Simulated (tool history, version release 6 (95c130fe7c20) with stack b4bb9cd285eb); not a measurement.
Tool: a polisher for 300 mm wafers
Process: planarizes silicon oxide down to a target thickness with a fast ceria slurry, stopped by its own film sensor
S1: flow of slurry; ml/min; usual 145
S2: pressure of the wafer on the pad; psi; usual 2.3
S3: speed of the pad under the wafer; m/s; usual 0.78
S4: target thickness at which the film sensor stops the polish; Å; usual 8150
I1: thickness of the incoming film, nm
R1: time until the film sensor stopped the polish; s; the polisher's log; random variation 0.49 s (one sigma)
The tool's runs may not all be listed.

{"run": 1, "day": 0.0, "S1": 145, "S2": 2.3, "S3": 0.78, "S4": 8150, "I1": 1474.2, "R1": 52.6}
{"day": 0.612, "done": "head pressure recalibrated"}
{"run": 2, "day": 1.283, "S1": 145, "S2": 2.3, "S3": 0.78, "S4": 8150, "I1": 1451.5, "R1": 55.2}
{"run": 3, "day": 3.054, "S1": 145, "S2": 2.3, "S3": 0.78, "S4": 8150, "I1": 1428.4, "R1": 53.2}
{"run": 4, "day": 4.067, "S1": 145, "S2": 2.3, "S3": 0.78, "S4": 8150, "I1": 1444.7, "R1": 54.6}
{"run": 5, "day": 6.029, "S1": 145, "S2": 2.3, "S3": 0.78, "S4": 8150, "I1": 1480.6, "R1": 57.3}
{"run": 6, "day": 8.088, "S1": 145, "S2": 2.3, "S3": 0.56, "S4": 8150, "I1": 1443.0, "R1": 74.9}
{"run": 7, "day": 9.758, "S1": 145, "S2": 2.3, "S3": 0.56, "S4": 8150, "I1": 1469.0, "R1": 78.1}
{"day": 12.917, "done": "worn pad replaced by a new one"}
{"run": 8, "day": 13.858, "S1": 110, "S2": 2.3, "S3": 0.78, "S4": 7530, "I1": 1469.6, "R1": 63.0}
{"run": 9, "day": 15.092, "S1": 145, "S2": 2.3, "S3": 0.78, "S4": 7630, "I1": 1465.8, "R1": 60.5}
{"run": 10, "day": 18.012, "S1": 145, "S2": 2.3, "S3": 0.78, "S4": 8150, "I1": 1483.8, "R1": 56.7}
{"run": 11, "day": 20.233, "S1": 145, "S2": 2.3, "S3": 0.78, "S4": 8150, "I1": 1476.2, "R1": 55.0}
{"run": 12, "day": 21.579, "S1": 145, "S2": 2.3, "S3": 0.78, "S4": 8150, "I1": 1459.5, "R1": 53.8}
{"run": 13, "day": 23.646, "S1": 145, "S2": 2.3, "S3": 0.78, "S4": 8150, "I1": 1461.4, "R1": 54.4}
{"day": 24.275, "done": "slurry nozzle cleaned"}
{"run": 14, "day": 26.225, "S1": 145, "S2": 2.1, "S3": 0.78, "S4": 8150, "I1": 1466.9, "R1": 58.6}
{"run": 15, "day": 28.988, "S1": 145, "S2": 2.1, "S3": 0.78, "S4": 8150, "I1": 1467.4, "R1": 59.4}
{"day": 30.021, "done": "worn pad replaced by a new one, of another model than before"}
{"run": 16, "day": 30.162, "S1": 145, "S2": 2.1, "S3": 0.78, "S4": 8150, "I1": 1480.2, "R1": 59.8}
{"run": 17, "day": 31.383, "S1": 145, "S2": 2.3, "S3": 0.78, "S4": 8150, "I1": 1466.3, "R1": 54.7}
{"run": 18, "day": 32.404, "S1": 145, "S2": 2.6, "S3": 0.78, "S4": 8150, "I1": 1435.6, "R1": 47.7}
{"run": 19, "day": 35.15, "S1": 175, "S2": 2.9, "S3": 0.98, "S4": 9190, "I1": 1466.9, "R1": 32.7}
{"run": 20, "day": 36.604, "S1": 145, "S2": 2.3, "S3": 0.78, "S4": 8150, "I1": 1469.0, "R1": 54.4}
{"run": 21, "day": 38.158, "S1": 145, "S2": 2.1, "S3": 0.78, "S4": 8150, "I1": 1452.3, "R1": 56.5}
{"run": 22, "day": 40.662, "S1": 100, "S2": 2.6, "S3": 0.78, "S4": 8150, "I1": 1485.7, "R1": 59.3}
{"run": 23, "day": 41.821, "S1": 145, "S2": 2.3, "S3": 0.78, "S4": 8150, "I1": 1466.8, "R1": 54.8}
{"run": 24, "day": 43.196, "S1": 145, "S2": 1.7, "S3": 0.78, "S4": 8150, "I1": 1454.8, "R1": 63.7}
{"run": 25, "day": 45.088, "S1": 180, "S2": 2.0, "S3": 0.7, "S4": 8150, "I1": 1466.7, "R1": 60.2}
{"day": 46.529, "done": "worn pad replaced by a new one"}
{"run": 26, "day": 47.242, "S1": 145, "S2": 2.3, "S3": 0.7, "S4": 8150, "I1": 1483.8, "R1": 58.8}
{"run": 27, "day": 49.962, "S1": 145, "S2": 2.3, "S3": 0.78, "S4": 8150, "I1": 1459.8, "R1": 53.3}
{"day": 52.133, "done": "head pressure recalibrated"}
{"run": 28, "day": 52.725, "S1": 145, "S2": 2.3, "S3": 0.78, "S4": 8150, "I1": 1433.6, "R1": 54.3}
{"run": 29, "day": 54.462, "S1": 105, "S2": 1.7, "S3": 1.0, "S4": 8150, "I1": 1474.9, "R1": 67.4}
{"run": 30, "day": 56.908, "S1": 100, "S2": 1.8, "S3": 0.78, "S4": 8150, "I1": 1459.8, "R1": 77.0}
{"day": 58.667, "done": "slurry nozzle cleaned"}
{"run": 31, "day": 59.375, "S1": 120, "S2": 2.3, "S3": 0.78, "S4": 6090, "I1": 1457.7, "R1": 77.8}
{"day": 61.033, "done": "worn pad replaced by a new one"}
{"run": 32, "day": 62.175, "S1": 145, "S2": 2.3, "S3": 0.78, "S4": 9860, "I1": 1470.5, "R1": 42.2}
{"run": 33, "day": 64.517, "S1": 180, "S2": 2.0, "S3": 0.7, "S4": 8150, "I1": 1449.7, "R1": 59.9}
{"run": 34, "day": 65.883, "S1": 145, "S2": 2.3, "S3": 0.78, "S4": 6630, "I1": 1467.8, "R1": 67.8}
{"run": 35, "day": 68.279, "S1": 145, "S2": 2.8, "S3": 0.78, "S4": 6180, "I1": 1463.4, "R1": 62.5}
{"run": 36, "day": 69.683, "S1": 175, "S2": 2.3, "S3": 0.92, "S4": 10100, "I1": 1482.8, "R1": 35.4}
{"run": 37, "day": 72.129, "S1": 185, "S2": 1.9, "S3": 0.5, "S4": 8150, "I1": 1454.4, "R1": 73.9}
{"day": 75.133, "done": "worn pad replaced by a new one"}
{"run": 38, "day": 75.154, "S1": 145, "S2": 2.3, "S3": 0.78, "S4": 8150, "I1": 1463.7, "R1": 54.4}

The same runs without the tool's hidden state, with the same run-to-run variation:
The hidden state here: removal rate lost through wear of the pad, %; slurry flow missing at the pad, %; deviation of the head's pressure from its setpoint, %.
run=1 R1=57.6
run=2 R1=56.1
run=3 R1=54.1
run=4 R1=55.7
run=5 R1=58.6
run=6 R1=76.8
run=7 R1=80.3
run=8 R1=65.2
run=9 R1=62.7
run=10 R1=59.1
run=11 R1=57.5
run=12 R1=56.4
run=13 R1=57.1
run=14 R1=61.8
run=15 R1=62.9
run=16 R1=62.6
run=17 R1=57.4
run=18 R1=50.0
run=19 R1=34.4
run=20 R1=57.4
run=21 R1=59.8
run=22 R1=62.8
run=23 R1=58.2
run=24 R1=67.7
run=25 R1=64.1
run=26 R1=62.9
run=27 R1=57.2
run=28 R1=54.6
run=29 R1=68.0
run=30 R1=77.9
run=31 R1=78.9
run=32 R1=43.0
run=33 R1=61.1
run=34 R1=69.3
run=35 R1=64.1
run=36 R1=36.3
run=37 R1=76.1
run=38 R1=56.3
